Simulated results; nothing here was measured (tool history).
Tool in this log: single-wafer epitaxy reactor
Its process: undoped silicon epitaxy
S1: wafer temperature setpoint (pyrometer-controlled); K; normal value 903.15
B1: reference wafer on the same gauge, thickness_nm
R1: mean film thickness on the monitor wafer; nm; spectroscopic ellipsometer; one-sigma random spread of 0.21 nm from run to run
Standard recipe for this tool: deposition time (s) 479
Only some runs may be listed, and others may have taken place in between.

run 1 hour=0.0 | S1=893.15 deposition_time_(s)=499 | B1=62.765 | R1=47.418
run 2 hour=63.7 | S1=893.15 deposition_time_(s)=499 | B1=62.843 | R1=47.157
run 3 hour=88.2 | S1=903.15 deposition_time_(s)=499 | B1=62.859 | R1=57.886
run 4 hour=159.5 | S1=903.15 deposition_time_(s)=479 | B1=62.791 | R1=55.804
run 5 hour=223.5 | S1=903.15 deposition_time_(s)=479 | B1=62.733 | R1=55.202
run 6 hour=271.3 | S1=903.15 deposition_time_(s)=479 | B1=62.823 | R1=55.551
run 7 hour=303.1 | S1=903.15 deposition_time_(s)=539 | B1=62.800 | R1=62.517
run 8 hour=333.8 | S1=903.15 deposition_time_(s)=479 | B1=62.786 | R1=55.852
run 9 hour=397.3 | S1=903.15 deposition_time_(s)=479 | B1=62.797 | R1=55.975
run 10 hour=452.8 | S1=911.15 deposition_time_(s)=479 | B1=62.798 | R1=65.336
run 11 hour=477.1 | S1=911.15 deposition_time_(s)=479 | B1=62.792 | R1=65.386
run 12 hour=538.9 | S1=903.15 deposition_time_(s)=479 | B1=62.860 | R1=55.819
run 13 hour=590.3 | S1=903.15 deposition_time_(s)=479 | B1=62.891 | R1=56.073
-- hour=659.2 gauge calibrated
run 14 hour=802.7 | S1=903.15 deposition_time_(s)=479 | B1=62.712 | R1=55.871
run 15 hour=868.5 | S1=903.15 deposition_time_(s)=479 | B1=62.777 | R1=55.878
run 16 hour=928.2 | S1=903.15 deposition_time_(s)=444 | B1=62.847 | R1=52.278
run 17 hour=972.9 | S1=903.15 deposition_time_(s)=410 | B1=62.708 | R1=47.687
-- hour=1017.2 pyrometer calibrated
run 18 hour=1035.5 | S1=895.15 deposition_time_(s)=479 | B1=62.867 | R1=45.830
run 19 hour=1063.9 | S1=917.15 deposition_time_(s)=418 | B1=62.818 | R1=61.959
run 20 hour=1245.6 | S1=898.15 deposition_time_(s)=503 | B1=62.707 | R1=51.304
run 21 hour=1292.2 | S1=903.15 deposition_time_(s)=479 | B1=62.804 | R1=54.411
run 22 hour=1319.0 | S1=903.15 deposition_time_(s)=391 | B1=62.840 | R1=44.340
run 23 hour=1368.3 | S1=903.15 deposition_time_(s)=407 | B1=62.852 | R1=45.893
run 24 hour=1438.3 | S1=903.15 deposition_time_(s)=539 | B1=62.888 | R1=60.989
run 25 hour=1483.0 | S1=903.15 deposition_time_(s)=571 | B1=62.830 | R1=64.568
run 26 hour=1530.5 | S1=903.15 deposition_time_(s)=393 | B1=62.790 | R1=44.340
run 27 hour=1569.2 | S1=916.15 deposition_time_(s)=562 | B1=62.718 | R1=82.787
run 28 hour=1637.9 | S1=891.15 deposition_time_(s)=503 | B1=62.755 | R1=45.162
run 29 hour=1676.2 | S1=903.15 deposition_time_(s)=479 | B1=62.845 | R1=54.403
run 30 hour=1747.5 | S1=889.15 deposition_time_(s)=434 | B1=62.834 | R1=37.219
run 31 hour=1817.1 | S1=903.15 deposition_time_(s)=479 | B1=62.793 | R1=54.946
run 32 hour=1852.3 | S1=910.15 deposition_time_(s)=444 | B1=62.670 | R1=58.435
run 33 hour=1876.7 | S1=892.15 deposition_time_(s)=447 | B1=62.743 | R1=40.958
run 34 hour=1941.0 | S1=895.15 deposition_time_(s)=511 | B1=62.914 | R1=50.026
run 35 hour=1983.9 | S1=894.15 deposition_time_(s)=452 | B1=62.764 | R1=43.219

4 options for the next run, each taken on its own from the tool as it stands now. Forecast them:
run A hour=1984.4 | S1=908.15 deposition_time_(s)=479 | B1=? | R1=?
run B hour=1984.4 | S1=892.15 deposition_time_(s)=540 | B1=? | R1=?
run C hour=1984.4 | S1=915.15 deposition_time_(s)=444 | B1=? | R1=?
run D hour=1984.4 | S1=903.15 deposition_time_(s)=415 | B1=? | R1=?

run=A B1=62.907 R1=60.788
run=B B1=62.907 R1=49.675
run=C B1=62.907 R1=64.663
run=D B1=62.907 R1=47.679
Without the tool's unlogged condition, the same runs would have read:
run=A R1=59.564
run=B R1=48.643
run=C R1=63.377
run=D R1=46.710
